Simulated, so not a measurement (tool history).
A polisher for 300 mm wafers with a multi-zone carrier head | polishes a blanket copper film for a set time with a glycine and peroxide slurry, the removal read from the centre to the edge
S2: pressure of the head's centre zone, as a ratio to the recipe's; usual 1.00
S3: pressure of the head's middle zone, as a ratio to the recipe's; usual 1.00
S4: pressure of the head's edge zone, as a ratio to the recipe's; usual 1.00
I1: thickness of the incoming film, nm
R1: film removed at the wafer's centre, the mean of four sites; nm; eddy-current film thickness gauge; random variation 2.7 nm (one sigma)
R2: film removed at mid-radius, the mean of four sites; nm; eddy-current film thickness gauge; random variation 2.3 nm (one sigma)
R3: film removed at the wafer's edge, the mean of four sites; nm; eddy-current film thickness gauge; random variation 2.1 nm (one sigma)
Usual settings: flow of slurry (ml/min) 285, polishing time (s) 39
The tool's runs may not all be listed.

run 1 hour=0.0 | flow_of_slurry_(ml/min)=285 S2=1.00 S3=1.03 S4=1.00 polishing_time_(s)=39 | I1=939.7 | R1=181.9 R2=194.4 R3=185.3
-- hour=4.6 worn pad replaced by a new one
run 2 hour=28.5 | flow_of_slurry_(ml/min)=285 S2=1.00 S3=1.00 S4=1.07 polishing_time_(s)=39 | I1=950.8 | R1=184.9 R2=188.0 R3=198.5
run 3 hour=41.1 | flow_of_slurry_(ml/min)=285 S2=1.00 S3=1.00 S4=1.07 polishing_time_(s)=39 | I1=949.0 | R1=183.4 R2=189.5 R3=194.0
run 4 hour=70.3 | flow_of_slurry_(ml/min)=285 S2=1.00 S3=1.00 S4=1.00 polishing_time_(s)=39 | I1=947.0 | R1=184.7 R2=189.5 R3=187.8
run 5 hour=104.8 | flow_of_slurry_(ml/min)=285 S2=1.00 S3=1.00 S4=1.00 polishing_time_(s)=39 | I1=932.8 | R1=183.2 R2=187.1 R3=189.0
run 6 hour=128.8 | flow_of_slurry_(ml/min)=285 S2=1.00 S3=1.00 S4=1.00 polishing_time_(s)=39 | I1=931.8 | R1=180.7 R2=185.4 R3=185.6
run 7 hour=148.4 | flow_of_slurry_(ml/min)=285 S2=1.00 S3=1.00 S4=1.00 polishing_time_(s)=39 | I1=948.8 | R1=178.6 R2=181.6 R3=183.3
-- hour=175.0 worn pad replaced by a new one
run 8 hour=176.7 | flow_of_slurry_(ml/min)=285 S2=0.91 S3=1.00 S4=1.00 polishing_time_(s)=39 | I1=943.1 | R1=161.6 R2=183.7 R3=184.3
-- hour=177.8 slurry nozzle cleaned
-- hour=181.8 centre zone pressure recalibrated
run 9 hour=204.0 | flow_of_slurry_(ml/min)=285 S2=1.00 S3=1.00 S4=1.00 polishing_time_(s)=39 | I1=961.8 | R1=194.1 R2=199.6 R3=193.7
-- hour=237.2 carrier head's membrane replaced by a new one
run 10 hour=237.7 | flow_of_slurry_(ml/min)=330 S2=1.00 S3=1.06 S4=0.91 polishing_time_(s)=32 | I1=947.9 | R1=160.9 R2=173.0 R3=151.3
run 11 hour=269.7 | flow_of_slurry_(ml/min)=285 S2=1.00 S3=1.00 S4=1.00 polishing_time_(s)=39 | I1=927.3 | R1=191.0 R2=196.4 R3=195.7
run 12 hour=299.6 | flow_of_slurry_(ml/min)=285 S2=1.00 S3=1.00 S4=1.00 polishing_time_(s)=39 | I1=949.1 | R1=189.9 R2=191.5 R3=191.5
-- hour=319.6 edge zone pressure recalibrated
-- hour=323.6 worn pad replaced by a new one
run 13 hour=348.3 | flow_of_slurry_(ml/min)=365 S2=1.00 S3=1.05 S4=1.09 polishing_time_(s)=45 | I1=943.2 | R1=231.9 R2=240.0 R3=236.1
run 14 hour=375.4 | flow_of_slurry_(ml/min)=315 S2=1.06 S3=0.90 S4=1.06 polishing_time_(s)=39 | I1=931.0 | R1=200.8 R2=179.7 R3=202.1
run 15 hour=391.7 | flow_of_slurry_(ml/min)=285 S2=1.00 S3=1.00 S4=1.00 polishing_time_(s)=48 | I1=940.9 | R1=236.9 R2=234.1 R3=239.6
run 16 hour=420.6 | flow_of_slurry_(ml/min)=285 S2=1.00 S3=1.00 S4=1.00 polishing_time_(s)=43 | I1=935.9 | R1=207.8 R2=211.0 R3=211.5
run 17 hour=448.1 | flow_of_slurry_(ml/min)=285 S2=1.00 S3=1.00 S4=1.00 polishing_time_(s)=39 | I1=941.6 | R1=187.6 R2=194.5 R3=191.8
-- hour=470.5 worn pad replaced by a new one
run 18 hour=474.1 | flow_of_slurry_(ml/min)=245 S2=1.00 S3=1.00 S4=0.95 polishing_time_(s)=34 | I1=934.0 | R1=163.8 R2=161.4 R3=162.3
run 19 hour=501.9 | flow_of_slurry_(ml/min)=285 S2=1.09 S3=1.00 S4=1.00 polishing_time_(s)=44 | I1=933.9 | R1=226.5 R2=218.7 R3=220.5
run 20 hour=519.6 | flow_of_slurry_(ml/min)=285 S2=1.04 S3=0.92 S4=1.08 polishing_time_(s)=39 | I1=942.7 | R1=191.3 R2=176.2 R3=199.5
run 21 hour=544.2 | flow_of_slurry_(ml/min)=355 S2=1.00 S3=1.00 S4=1.00 polishing_time_(s)=52 | I1=956.5 | R1=248.1 R2=259.3 R3=259.9
run 22 hour=557.2 | flow_of_slurry_(ml/min)=285 S2=1.00 S3=1.00 S4=1.00 polishing_time_(s)=39 | I1=938.5 | R1=185.2 R2=189.9 R3=190.9

Measured less the same run without the tool's hidden state. The same run-to-run variation is in both; the gauge's scatter may not be:
The hidden state here: removal rate lost through wear of the pad, %; slurry flow missing at the pad, %; deviation of the centre zone's pressure from its setpoint, %; deviation of the edge zone's pressure from its setpoint, %.
run=1 R1=-9.1 R2=-8.6 R3=-6.2
run=2 R1=-10.2 R2=-9.2 R3=-7.2
run=3 R1=-10.5 R2=-9.7 R3=-7.4
run=4 R1=-11.6 R2=-10.7 R3=-7.8
run=5 R1=-12.9 R2=-11.8 R3=-8.7
run=6 R1=-13.7 R2=-12.5 R3=-9.3
run=7 R1=-14.4 R2=-13.1 R3=-9.7
run=8 R1=-14.2 R2=-14.3 R3=-10.6
run=9 R1=-0.8 R2=-0.7 R3=-0.5
run=10 R1=-1.0 R2=-1.0 R3=-0.7
run=11 R1=-1.9 R2=-1.8 R3=-1.3
run=12 R1=-2.5 R2=-2.3 R3=-1.7
run=13 R1=-3.4 R2=-3.1 R3=-2.3
run=14 R1=-4.0 R2=-3.2 R3=-2.7
run=15 R1=-5.5 R2=-4.9 R3=-3.8
run=16 R1=-5.6 R2=-5.1 R3=-3.9
run=17 R1=-5.7 R2=-5.4 R3=-4.0
run=18 R1=-6.5 R2=-5.7 R3=-4.2
run=19 R1=-8.7 R2=-7.5 R3=-5.7
run=20 R1=-7.8 R2=-6.4 R3=-5.5
run=21 R1=-9.0 R2=-8.4 R3=-6.4
run=22 R1=-8.6 R2=-7.9 R3=-5.9
